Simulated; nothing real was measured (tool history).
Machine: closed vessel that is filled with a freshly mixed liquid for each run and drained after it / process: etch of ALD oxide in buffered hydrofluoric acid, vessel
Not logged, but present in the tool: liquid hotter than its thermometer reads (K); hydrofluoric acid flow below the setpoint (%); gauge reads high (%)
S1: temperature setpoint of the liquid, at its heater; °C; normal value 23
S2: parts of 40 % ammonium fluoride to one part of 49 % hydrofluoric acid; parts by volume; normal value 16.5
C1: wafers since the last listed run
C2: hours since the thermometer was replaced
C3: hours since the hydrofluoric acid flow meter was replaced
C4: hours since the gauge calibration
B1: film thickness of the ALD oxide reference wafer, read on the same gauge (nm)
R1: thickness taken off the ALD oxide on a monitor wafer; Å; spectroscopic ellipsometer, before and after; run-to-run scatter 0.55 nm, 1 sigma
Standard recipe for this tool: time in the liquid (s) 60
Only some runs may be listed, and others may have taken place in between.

run 1 hour=0 | S1=21 S2=16.5 time_in_the_liquid_(s)=60 | C1=0 C2=1236.5 C3=1577.5 C4=849.6 | B1=60.02 | R1=660.2
run 2 hour=205.2 | S1=23 S2=12.5 time_in_the_liquid_(s)=85 | C1=21724 C2=1441.7 C3=1782.7 C4=1054.8 | B1=60.04 | R1=1383.5
run 3 hour=242.3 | S1=23 S2=12.5 time_in_the_liquid_(s)=85 | C1=3927 C2=1478.8 C3=1819.8 C4=1091.9 | B1=60 | R1=1398.9
run 4 hour=281.3 | S1=23 S2=16.5 time_in_the_liquid_(s)=50 | C1=4128 C2=1517.8 C3=1858.8 C4=1130.9 | B1=60 | R1=619.2
run 5 hour=322.6 | S1=23 S2=16.5 time_in_the_liquid_(s)=50 | C1=4372 C2=1559.1 C3=1900.1 C4=1172.2 | B1=60.01 | R1=624.7
run 6 hour=377.4 | S1=23 S2=16.5 time_in_the_liquid_(s)=60 | C1=5801 C2=1613.9 C3=1954.9 C4=1227 | B1=59.98 | R1=747.9
run 7 hour=442.7 | S1=23 S2=16.5 time_in_the_liquid_(s)=60 | C1=6913 C2=1679.2 C3=2020.2 C4=1292.3 | B1=59.98 | R1=750.7
run 8 hour=467.1 | S1=23 S2=16.5 time_in_the_liquid_(s)=60 | C1=2583 C2=1703.6 C3=2044.6 C4=1316.7 | B1=59.98 | R1=757
run 9 hour=619.7 | S1=23 S2=16.5 time_in_the_liquid_(s)=60 | C1=16156 C2=1856.2 C3=2197.2 C4=1469.3 | B1=60.02 | R1=753.4
run 10 hour=650.8 | S1=23 S2=16.5 time_in_the_liquid_(s)=60 | C1=3292 C2=1887.3 C3=2228.3 C4=1500.4 | B1=60.02 | R1=754.9
-- hour=672.4 hydrofluoric acid flow meter replaced
run 11 hour=690.1 | S1=23 S2=15 time_in_the_liquid_(s)=60 | C1=4054 C2=1926.6 C3=17.7 C4=1539.7 | B1=60.03 | R1=831.2
-- hour=726.6 gauge calibrated
run 12 hour=739.5 | S1=23 S2=15 time_in_the_liquid_(s)=60 | C1=5230 C2=1976 C3=67.1 C4=12.9 | B1=60.03 | R1=841.1
run 13 hour=764.8 | S1=23 S2=11.5 time_in_the_liquid_(s)=45 | C1=2678 C2=2001.3 C3=92.4 C4=38.2 | B1=59.98 | R1=806.6
run 14 hour=918.7 | S1=23 S2=11.5 time_in_the_liquid_(s)=45 | C1=16293 C2=2155.2 C3=246.3 C4=192.1 | B1=60.02 | R1=807.2
-- hour=957.1 thermometer replaced
run 15 hour=972.5 | S1=23 S2=16.5 time_in_the_liquid_(s)=85 | C1=5590 C2=15.4 C3=300.1 C4=245.9 | B1=60 | R1=1168.7
run 16 hour=1004 | S1=23 S2=16.5 time_in_the_liquid_(s)=60 | C1=3334 C2=46.9 C3=331.6 C4=277.4 | B1=59.96 | R1=819.8
run 17 hour=1067.8 | S1=23 S2=16.5 time_in_the_liquid_(s)=60 | C1=6754 C2=110.7 C3=395.4 C4=341.2 | B1=60.04 | R1=826.7
run 18 hour=1097.8 | S1=23 S2=16.5 time_in_the_liquid_(s)=35 | C1=3176 C2=140.7 C3=425.4 C4=371.2 | B1=60.02 | R1=485.2
run 19 hour=1126.8 | S1=25 S2=19 time_in_the_liquid_(s)=60 | C1=3070 C2=169.7 C3=454.4 C4=400.2 | B1=60.01 | R1=801
run 20 hour=1187.4 | S1=25 S2=11 time_in_the_liquid_(s)=60 | C1=6415 C2=230.3 C3=515 C4=460.8 | B1=60 | R1=1379.6
run 21 hour=1211.6 | S1=21.5 S2=21 time_in_the_liquid_(s)=35 | C1=2562 C2=254.5 C3=539.2 C4=485 | B1=60.01 | R1=355.4
run 22 hour=1238.2 | S1=23 S2=13 time_in_the_liquid_(s)=30 | C1=2816 C2=281.1 C3=565.8 C4=511.6 | B1=60.02 | R1=519.8
run 23 hour=1279.7 | S1=21 S2=13 time_in_the_liquid_(s)=60 | C1=4393 C2=322.6 C3=607.3 C4=553.1 | B1=59.98 | R1=933.3
-- hour=1291.6 thermometer replaced, repeated, since the last time left the tool worse
run 24 hour=1346.5 | S1=26 S2=18.5 time_in_the_liquid_(s)=75 | C1=6966 C2=54.9 C3=674.1 C4=619.9 | B1=59.99 | R1=943.5
run 25 hour=1380.9 | S1=19.5 S2=22.5 time_in_the_liquid_(s)=30 | C1=3641 C2=89.3 C3=708.5 C4=654.3 | B1=59.99 | R1=223.2

For each run, what was the tool's unlogged condition?
hydrofluoric acid flow below the setpoint (%): 0 in every run
gauge reads high (%): 0 in every run
H1: liquid hotter than its thermometer reads (K)
run=1 H1=1.12
run=2 H1=1.25
run=3 H1=1.28
run=4 H1=1.3
run=5 H1=1.33
run=6 H1=1.37
run=7 H1=1.41
run=8 H1=1.43
run=9 H1=1.52
run=10 H1=1.54
run=11 H1=1.57
run=12 H1=1.6
run=13 H1=1.62
run=14 H1=1.72
run=15 H1=3.04
run=16 H1=3.06
run=17 H1=3.11
run=18 H1=3.12
run=19 H1=3.14
run=20 H1=3.18
run=21 H1=3.2
run=22 H1=3.22
run=23 H1=3.24
run=24 H1=0.19
run=25 H1=0.212
